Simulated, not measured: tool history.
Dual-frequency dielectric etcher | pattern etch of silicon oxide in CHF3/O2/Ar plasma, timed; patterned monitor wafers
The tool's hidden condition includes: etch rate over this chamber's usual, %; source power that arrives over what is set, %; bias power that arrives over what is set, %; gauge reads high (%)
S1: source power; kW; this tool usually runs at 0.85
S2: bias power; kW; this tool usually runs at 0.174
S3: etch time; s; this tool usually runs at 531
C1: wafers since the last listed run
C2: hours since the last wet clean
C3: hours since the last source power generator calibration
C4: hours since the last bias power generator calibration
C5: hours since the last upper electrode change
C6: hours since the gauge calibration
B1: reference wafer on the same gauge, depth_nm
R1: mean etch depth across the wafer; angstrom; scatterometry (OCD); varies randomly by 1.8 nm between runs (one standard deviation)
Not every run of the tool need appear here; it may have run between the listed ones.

run	hour	S1	S2	S3	C1	C2	C3	C4	C5	C6	B1	R1
1	0	0.85	0.174	531	0	88.6	2631.8	4866.3	3270.9	364.7	969.8	12124
2	55.3	0.85	0.174	531	243	143.9	2687.1	4921.6	3326.2	420	969.9	12182
3	124.1	0.85	0.165	531	302	212.7	2755.9	4990.4	3395	488.8	970.1	11924
4	150.3	0.85	0.165	531	115	238.9	2782.1	5016.6	3421.2	515	969.9	11943
5	208.9	0.85	0.143	611	257	297.5	2840.7	5075.2	3479.8	573.6	969.8	12948
# hour 232.2: gauge calibrated
6	273.5	0.85	0.174	531	283	362.1	2905.3	5139.8	3544.4	41.3	970.2	12255
# hour 286.5: bias power generator calibrated
7	309.8	0.85	0.174	531	141	398.4	2941.6	23.3	3580.7	77.6	969.9	12250
# hour 389.7: upper electrode replaced
# hour 390.8: source power generator calibrated
8	391.3	0.85	0.174	531	247	479.9	0.5	104.8	1.6	159.1	970.1	12286
# hour 430.1: wet clean of the chamber
9	473.8	0.98	0.174	531	257	43.7	83	187.3	84.1	241.6	969.8	12927
10	509.4	1	0.217	531	156	79.3	118.6	222.9	119.7	277.2	969.8	14305
11	541.9	0.85	0.174	531	142	111.8	151.1	255.4	152.2	309.7	970	12129
12	588.7	0.85	0.136	531	205	158.6	197.9	302.2	199	356.5	970.1	10986
13	642.4	1.05	0.196	653	236	212.3	251.6	355.9	252.7	410.2	970.2	17306
14	670.6	0.85	0.174	531	123	240.5	279.8	384.1	280.9	438.4	969.9	12171
# hour 694.1: gauge calibrated
15	701.3	0.67	0.174	531	134	271.2	310.5	414.8	311.6	7.2	969.9	10887

Each row is a separate what-if for the run after 15, all from the same tool condition, not one after another. Results?
A	701.9	0.85	0.174	531	2	271.8	311.1	415.4	312.2	7.8	?	?
B	701.9	0.85	0.153	531	2	271.8	311.1	415.4	312.2	7.8	?	?
C	701.9	0.85	0.149	393.5	2	271.8	311.1	415.4	312.2	7.8	?	?
D	701.9	0.67	0.193	606.5	2	271.8	311.1	415.4	312.2	7.8	?	?

run	B1	R1
A	970	12178
B	970	11545
C	970	8462
D	970	12957
Stripped of hidden state, with their random variation kept, the same runs would have yielded:
run	R1
A	12095
B	11466
C	8404
D	12869

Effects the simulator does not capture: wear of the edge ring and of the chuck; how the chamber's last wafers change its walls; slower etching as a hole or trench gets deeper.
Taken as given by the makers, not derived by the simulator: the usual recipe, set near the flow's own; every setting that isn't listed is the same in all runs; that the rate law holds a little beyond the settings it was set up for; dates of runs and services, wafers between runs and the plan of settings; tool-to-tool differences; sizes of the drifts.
